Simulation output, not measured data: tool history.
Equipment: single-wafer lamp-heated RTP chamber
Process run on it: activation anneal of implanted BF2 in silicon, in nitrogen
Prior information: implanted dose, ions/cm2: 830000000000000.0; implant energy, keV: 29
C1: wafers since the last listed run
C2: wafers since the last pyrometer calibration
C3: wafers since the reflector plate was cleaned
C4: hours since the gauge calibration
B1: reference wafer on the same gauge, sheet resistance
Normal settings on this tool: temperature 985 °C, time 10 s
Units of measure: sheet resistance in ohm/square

{"run": 1, "hour": 0.0, "temperature": 976, "time": 10, "C1": 0, "C2": 4261, "C3": 13550, "C4": 89.3, "B1": 183.05, "sheet resistance": 165.78}
{"run": 2, "hour": 6.5, "temperature": 976, "time": 10, "C1": 103, "C2": 4365, "C3": 13654, "C4": 95.8, "B1": 183, "sheet resistance": 165.88}
{"run": 3, "hour": 17.0, "temperature": 985, "time": 10, "C1": 167, "C2": 4533, "C3": 13821, "C4": 106.3, "B1": 183.02, "sheet resistance": 159.64}
{"run": 4, "hour": 26.3, "temperature": 985, "time": 10, "C1": 148, "C2": 4681, "C3": 13970, "C4": 115.6, "B1": 182.99, "sheet resistance": 159.09}
{"run": 5, "hour": 37.0, "temperature": 985, "time": 10, "C1": 170, "C2": 4852, "C3": 14141, "C4": 126.3, "B1": 183.06, "sheet resistance": 158.85}
{"run": 6, "hour": 44.7, "temperature": 985, "time": 10, "C1": 123, "C2": 4975, "C3": 14264, "C4": 134, "B1": 183.01, "sheet resistance": 159.58}
{"run": 7, "hour": 51.8, "temperature": 985, "time": 10, "C1": 113, "C2": 5089, "C3": 14377, "C4": 141.1, "B1": 182.97, "sheet resistance": 159.12}
{"run": 8, "hour": 62.2, "temperature": 985, "time": 10, "C1": 166, "C2": 5255, "C3": 14544, "C4": 151.5, "B1": 182.98, "sheet resistance": 159.23}
{"run": 9, "hour": 75.4, "temperature": 985, "time": 10, "C1": 210, "C2": 5466, "C3": 14755, "C4": 164.7, "B1": 182.98, "sheet resistance": 158.47}
{"run": 10, "hour": 87.6, "temperature": 985, "time": 10, "C1": 194, "C2": 5661, "C3": 14950, "C4": 176.9, "B1": 182.99, "sheet resistance": 158.68}
{"run": 11, "hour": 98.2, "temperature": 985, "time": 10, "C1": 169, "C2": 5830, "C3": 15119, "C4": 187.5, "B1": 182.96, "sheet resistance": 157.74}
{"run": 12, "hour": 107.9, "temperature": 985, "time": 10, "C1": 154, "C2": 5985, "C3": 15274, "C4": 197.2, "B1": 182.91, "sheet resistance": 159.13}
{"run": 13, "hour": 116.8, "temperature": 985, "time": 10, "C1": 142, "C2": 6127, "C3": 15416, "C4": 206.1, "B1": 182.97, "sheet resistance": 158.31}
{"run": 14, "hour": 124.8, "temperature": 985, "time": 10, "C1": 127, "C2": 6255, "C3": 15544, "C4": 214.1, "B1": 183.02, "sheet resistance": 158.28}
{"run": 15, "hour": 137.4, "temperature": 985, "time": 10, "C1": 201, "C2": 6457, "C3": 15745, "C4": 226.7, "B1": 183, "sheet resistance": 158.56}
{"hour": 159.2, "done": "pyrometer window cleaned and pyrometer calibrated"}
{"hour": 166.9, "done": "reflector plate cleaned"}
{"run": 16, "hour": 167.4, "temperature": 985, "time": 7, "C1": 229, "C2": 8, "C3": 8, "C4": 256.7, "B1": 183.06, "sheet resistance": 169.63}
{"run": 17, "hour": 167.7, "temperature": 1003, "time": 5, "C1": 4, "C2": 13, "C3": 13, "C4": 257, "B1": 183.02, "sheet resistance": 159.7}
{"run": 18, "hour": 206.1, "temperature": 985, "time": 10, "C1": 613, "C2": 627, "C3": 627, "C4": 295.4, "B1": 182.97, "sheet resistance": 166.63}
{"run": 19, "hour": 217.7, "temperature": 985, "time": 10, "C1": 185, "C2": 812, "C3": 812, "C4": 307, "B1": 183.08, "sheet resistance": 165.83}
{"run": 20, "hour": 226.5, "temperature": 1000, "time": 10, "C1": 140, "C2": 953, "C3": 953, "C4": 315.8, "B1": 183.01, "sheet resistance": 156.09}
{"run": 21, "hour": 241.2, "temperature": 957, "time": 13, "C1": 234, "C2": 1187, "C3": 1187, "C4": 330.5, "B1": 182.96, "sheet resistance": 185.28}
{"run": 22, "hour": 258.9, "temperature": 966, "time": 7, "C1": 282, "C2": 1470, "C3": 1470, "C4": 348.2, "B1": 182.97, "sheet resistance": 182.1}
{"run": 23, "hour": 274.5, "temperature": 985, "time": 10, "C1": 249, "C2": 1720, "C3": 1720, "C4": 363.8, "B1": 183.05, "sheet resistance": 164.92}
{"run": 24, "hour": 289.4, "temperature": 985, "time": 6, "C1": 238, "C2": 1958, "C3": 1958, "C4": 378.7, "B1": 182.99, "sheet resistance": 168.68}
{"run": 25, "hour": 300.0, "temperature": 985, "time": 10, "C1": 169, "C2": 2127, "C3": 2127, "C4": 389.3, "B1": 183.04, "sheet resistance": 165.4}
{"hour": 306.7, "done": "gauge calibrated"}
{"run": 26, "hour": 307.9, "temperature": 975, "time": 15, "C1": 126, "C2": 2253, "C3": 2253, "C4": 1.2, "B1": 182.97, "sheet resistance": 168.18}
{"run": 27, "hour": 314.9, "temperature": 985, "time": 10, "C1": 111, "C2": 2365, "C3": 2365, "C4": 8.2, "B1": 182.91, "sheet resistance": 164.01}
{"run": 28, "hour": 329.8, "temperature": 1009, "time": 12, "C1": 238, "C2": 2603, "C3": 2603, "C4": 23.1, "B1": 182.95, "sheet resistance": 148.2}
{"run": 29, "hour": 346.4, "temperature": 960, "time": 14, "C1": 265, "C2": 2868, "C3": 2868, "C4": 39.7, "B1": 182.98, "sheet resistance": 180.05}
{"run": 30, "hour": 361.4, "temperature": 996, "time": 6, "C1": 239, "C2": 3108, "C3": 3108, "C4": 54.7, "B1": 182.96, "sheet resistance": 160.95}
{"run": 31, "hour": 374.4, "temperature": 993, "time": 13, "C1": 207, "C2": 3316, "C3": 3316, "C4": 67.7, "B1": 182.98, "sheet resistance": 155.99}
{"run": 32, "hour": 387.1, "temperature": 976, "time": 10, "C1": 202, "C2": 3519, "C3": 3519, "C4": 80.4, "B1": 182.99, "sheet resistance": 169.74}

Each row is a separate what-if for the run after 32, all from the same tool condition, not one after another. Results?
{"run": "A", "hour": 387.5, "temperature": 1008, "time": 10, "C1": 6, "C2": 3525, "C3": 3525, "C4": 80.8, "B1": "?", "sheet resistance": "?"}
{"run": "B", "hour": 387.5, "temperature": 985, "time": 8, "C1": 6, "C2": 3525, "C3": 3525, "C4": 80.8, "B1": "?", "sheet resistance": "?"}
{"run": "C", "hour": 387.5, "temperature": 957, "time": 10, "C1": 6, "C2": 3525, "C3": 3525, "C4": 80.8, "B1": "?", "sheet resistance": "?"}
{"run": "D", "hour": 387.5, "temperature": 969, "time": 15, "C1": 6, "C2": 3525, "C3": 3525, "C4": 80.8, "B1": "?", "sheet resistance": "?"}
{"run": "E", "hour": 387.5, "temperature": 976, "time": 12, "C1": 6, "C2": 3525, "C3": 3525, "C4": 80.8, "B1": "?", "sheet resistance": "?"}

run=A B1=182.95 sheet_resistance=150.12
run=B B1=182.95 sheet_resistance=165.52
run=C B1=182.95 sheet_resistance=185.64
run=D B1=182.95 sheet_resistance=172.12
run=E B1=182.95 sheet_resistance=168.72
With no hidden state in the tool, these same runs would have given:
run=A sheet_resistance=153.05
run=B sheet_resistance=169.44
run=C sheet_resistance=190.62
run=D sheet_resistance=176.78
run=E sheet_resistance=173.07
